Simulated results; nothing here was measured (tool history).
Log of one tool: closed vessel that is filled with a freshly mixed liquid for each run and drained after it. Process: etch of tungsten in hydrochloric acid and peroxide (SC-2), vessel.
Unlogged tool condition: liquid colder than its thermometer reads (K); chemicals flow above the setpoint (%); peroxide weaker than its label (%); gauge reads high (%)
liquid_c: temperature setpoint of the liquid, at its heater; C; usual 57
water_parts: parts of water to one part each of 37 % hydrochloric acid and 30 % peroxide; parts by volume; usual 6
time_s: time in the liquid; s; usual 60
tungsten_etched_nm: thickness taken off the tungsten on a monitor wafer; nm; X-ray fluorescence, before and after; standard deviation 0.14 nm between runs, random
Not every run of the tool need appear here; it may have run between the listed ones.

| run | hour | liquid_c | water_parts | time_s | wafers since the last listed run | hours since the thermometer was replaced | hours since the chemicals flow meter was replaced | hours since the drum of peroxide was connected | hours since the gauge calibration | read-back film thickness of the tungsten reference wafer, read on the same gauge (nm) | tungsten_etched_nm |
|---|---|---|---|---|---|---|---|---|---|---|---|
| 1 | 0 | 57 | 6 | 60 | 0 | 551.2 | 139.4 | 791 | 90.2 | 110.01 | 27.41 |
| 2 | 100.9 | 57 | 6 | 60 | 13088 | 652.1 | 240.3 | 891.9 | 191.1 | 109.98 | 27.47 |
| 3 | 142.9 | 57 | 6 | 60 | 5448 | 694.1 | 282.3 | 933.9 | 233.1 | 110.03 | 27.49 |
| 4 | 240.4 | 57 | 6 | 60 | 12647 | 791.6 | 379.8 | 1031.4 | 330.6 | 110 | 27.24 |
| 5 | 311.5 | 57 | 6 | 60 | 9223 | 862.7 | 450.9 | 1102.5 | 401.7 | 110.02 | 27.38 |
| 6 | 354 | 57 | 4 | 60 | 5513 | 905.2 | 493.4 | 1145 | 444.2 | 109.98 | 36.17 |
| 7 | 397.8 | 57 | 4 | 60 | 5681 | 949 | 537.2 | 1188.8 | 488 | 110.01 | 35.99 |
| 8 | 503.9 | 57 | 4 | 60 | 13763 | 1055.1 | 643.3 | 1294.9 | 594.1 | 110.06 | 36.08 |
| 9 | 573.3 | 57 | 6 | 60 | 9002 | 1124.5 | 712.7 | 1364.3 | 663.5 | 109.98 | 27.17 |
| 10 | 611.9 | 57 | 5.5 | 60 | 5007 | 1163.1 | 751.3 | 1402.9 | 702.1 | 109.99 | 28.69 |
|  | 625.7 | new drum of peroxide connected |
| 11 | 705 | 57 | 5.5 | 60 | 11947 | 1256.2 | 844.4 | 79.3 | 795.2 | 110.02 | 30.12 |
|  | 749.7 | thermometer replaced |
| 12 | 805.9 | 57 | 5.5 | 60 | 12959 | 56.2 | 945.3 | 180.2 | 896.1 | 109.99 | 30.62 |
| 13 | 871.3 | 57 | 6 | 60 | 8483 | 121.6 | 1010.7 | 245.6 | 961.5 | 110.01 | 28.3 |
| 14 | 916.2 | 57 | 6 | 75 | 5824 | 166.5 | 1055.6 | 290.5 | 1006.4 | 110.02 | 35.35 |
| 15 | 1016.1 | 57 | 8 | 60 | 12959 | 266.4 | 1155.5 | 390.4 | 1106.3 | 109.98 | 22.44 |
| 16 | 1061.7 | 57 | 6 | 60 | 5915 | 312 | 1201.1 | 436 | 1151.9 | 110.01 | 27.91 |
| 17 | 1111.4 | 57 | 9 | 85 | 6447 | 361.7 | 1250.8 | 485.7 | 1201.6 | 110 | 28.68 |
| 18 | 1200 | 52 | 6 | 90 | 11493 | 450.3 | 1339.4 | 574.3 | 1290.2 | 109.99 | 30.26 |
| 19 | 1305.2 | 57 | 6 | 60 | 13646 | 555.5 | 1444.6 | 679.5 | 1395.4 | 109.99 | 27.79 |
| 20 | 1347.5 | 57 | 6 | 60 | 5487 | 597.8 | 1486.9 | 721.8 | 1437.7 | 110.01 | 27.9 |
|  | 1373.4 | chemicals flow meter replaced |
| 21 | 1415.6 | 47.5 | 8.5 | 60 | 8704 | 665.9 | 42.2 | 789.9 | 1505.8 | 109.94 | 11.28 |
| 22 | 1520.3 | 57 | 6 | 60 | 13581 | 770.6 | 146.9 | 894.6 | 1610.5 | 110 | 27.65 |
| 23 | 1609.2 | 52.5 | 8.5 | 60 | 11532 | 859.5 | 235.8 | 983.5 | 1699.4 | 109.99 | 15.63 |
|  | 1760.8 | gauge calibrated |
| 24 | 1837.1 | 47.5 | 8.5 | 60 | 29563 | 1087.4 | 463.7 | 1211.4 | 76.3 | 109.99 | 11.12 |
| 25 | 1941.9 | 60.5 | 4 | 90 | 13594 | 1192.2 | 568.5 | 1316.2 | 181.1 | 109.97 | 67.96 |
| 26 | 2038.1 | 65 | 6 | 50 | 12479 | 1288.4 | 664.7 | 1412.4 | 277.3 | 110 | 37.08 |
|  | 2092 | new drum of peroxide connected |
| 27 | 2111.3 | 57 | 6 | 60 | 9365 | 1361.6 | 737.9 | 19.3 | 350.5 | 109.99 | 28.37 |
| 28 | 2160.9 | 57 | 6 | 60 | 6434 | 1411.2 | 787.5 | 68.9 | 400.1 | 110.01 | 28.43 |
| 29 | 2252.8 | 57 | 6 | 45 | 11921 | 1503.1 | 879.4 | 160.8 | 492 | 110.01 | 21.09 |
| 30 | 2341.8 | 54.5 | 6 | 70 | 11545 | 1592.1 | 968.4 | 249.8 | 581 | 110 | 27.9 |

What the log doesn't show, run by run:
liquid colder than its thermometer reads (K): 0 in every run
chemicals flow above the setpoint (%): 0 in every run
gauge reads high (%): 0 in every run
H1: peroxide weaker than its label (%)
| run | H1 |
|---|---|
| 1 | 4.3 |
| 2 | 4.74 |
| 3 | 4.92 |
| 4 | 5.35 |
| 5 | 5.66 |
| 6 | 5.85 |
| 7 | 6.04 |
| 8 | 6.51 |
| 9 | 6.82 |
| 10 | 6.98 |
| 11 | 0.608 |
| 12 | 1.05 |
| 13 | 1.34 |
| 14 | 1.54 |
| 15 | 1.98 |
| 16 | 2.18 |
| 17 | 2.39 |
| 18 | 2.78 |
| 19 | 3.25 |
| 20 | 3.43 |
| 21 | 3.73 |
| 22 | 4.19 |
| 23 | 4.58 |
| 24 | 5.58 |
| 25 | 6.04 |
| 26 | 6.47 |
| 27 | 0.913 |
| 28 | 1.13 |
| 29 | 1.53 |
| 30 | 1.93 |
